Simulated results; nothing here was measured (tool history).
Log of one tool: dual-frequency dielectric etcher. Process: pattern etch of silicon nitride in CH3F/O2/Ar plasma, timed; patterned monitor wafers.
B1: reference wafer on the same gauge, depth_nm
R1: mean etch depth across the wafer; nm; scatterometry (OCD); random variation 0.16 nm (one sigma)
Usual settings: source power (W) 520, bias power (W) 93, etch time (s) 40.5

Run 1, hour 0: usual settings but source power (W) 480, bias power (W) 110; B1 32.52. Result: R1 33.55 nm.
Run 2, hour 13.5: usual settings but source power (W) 480, bias power (W) 110; B1 32.48. Result: R1 33.65 nm.
Run 3, hour 21.1: usual settings but bias power (W) 98; B1 32.5. Result: R1 33.64 nm.
Run 4, hour 37.2: usual settings; B1 32.49. Result: R1 33.13 nm.
Run 5, hour 50: usual settings; B1 32.48. Result: R1 33.22 nm.
Run 6, hour 62.8: usual settings; B1 32.48. Result: R1 32.86 nm.
Run 7, hour 71.6: usual settings; B1 32.48. Result: R1 33.01 nm.
Run 8, hour 88.9: usual settings; B1 32.51. Result: R1 32.96 nm.
Run 9, hour 98.9: usual settings but etch time (s) 47; B1 32.49. Result: R1 38.15 nm.
Run 10, hour 106.3: usual settings but etch time (s) 47; B1 32.5. Result: R1 38.18 nm.
Run 11, hour 124.2: usual settings; B1 32.49. Result: R1 32.79 nm.
At hour 137.1: source power generator calibrated.
At hour 154: wet clean of the chamber.
Run 12, hour 154.5: usual settings; B1 32.5. Result: R1 34.37 nm.
Run 13, hour 180.1: usual settings; B1 32.52. Result: R1 34.49 nm.
Run 14, hour 197: usual settings but source power (W) 490, etch time (s) 36; B1 32.49. Result: R1 29.35 nm.
Run 15, hour 203.2: usual settings but source power (W) 570, bias power (W) 101, etch time (s) 30; B1 32.52. Result: R1 27.45 nm.
Run 16, hour 217.2: usual settings; B1 32.49. Result: R1 34.2 nm.
Run 17, hour 224.3: usual settings but source power (W) 410, bias power (W) 74, etch time (s) 35.5; B1 32.49. Result: R1 23.96 nm.
Run 18, hour 234.1: usual settings but source power (W) 390, bias power (W) 100, etch time (s) 36.5; B1 32.48. Result: R1 25.98 nm.
Run 19, hour 242.9: usual settings but source power (W) 420, bias power (W) 80; B1 32.49. Result: R1 28.11 nm.
At hour 258.5: bias power generator calibrated.
At hour 276.3: upper electrode replaced.
Run 20, hour 276.8: usual settings but source power (W) 440, bias power (W) 72, etch time (s) 44; B1 32.48. Result: R1 30.57 nm.
Run 21, hour 277.1: usual settings but source power (W) 480, etch time (s) 45; B1 32.49. Result: R1 35.81 nm.
Run 22, hour 279.8: usual settings; B1 32.51. Result: R1 33.84 nm.
At hour 280.8: gauge calibrated.
Run 23, hour 286.4: usual settings but source power (W) 480, etch time (s) 45; B1 32.53. Result: R1 35.76 nm.
Run 24, hour 296.3: usual settings but source power (W) 480, bias power (W) 110; B1 32.5. Result: R1 34.16 nm.
Run 25, hour 303.4: usual settings but source power (W) 480, bias power (W) 110; B1 32.52. Result: R1 34 nm.
Run 26, hour 319.2: usual settings but bias power (W) 116; B1 32.55. Result: R1 36.47 nm.

The next listed run, before its measurement:
Run 27, hour 334.6: usual settings; B1 ?. Result: R1 ?.

Run 27 gave B1 32.46, R1 33.82 nm.
Without the tool's hidden state the same run would have given R1 34.41 nm.
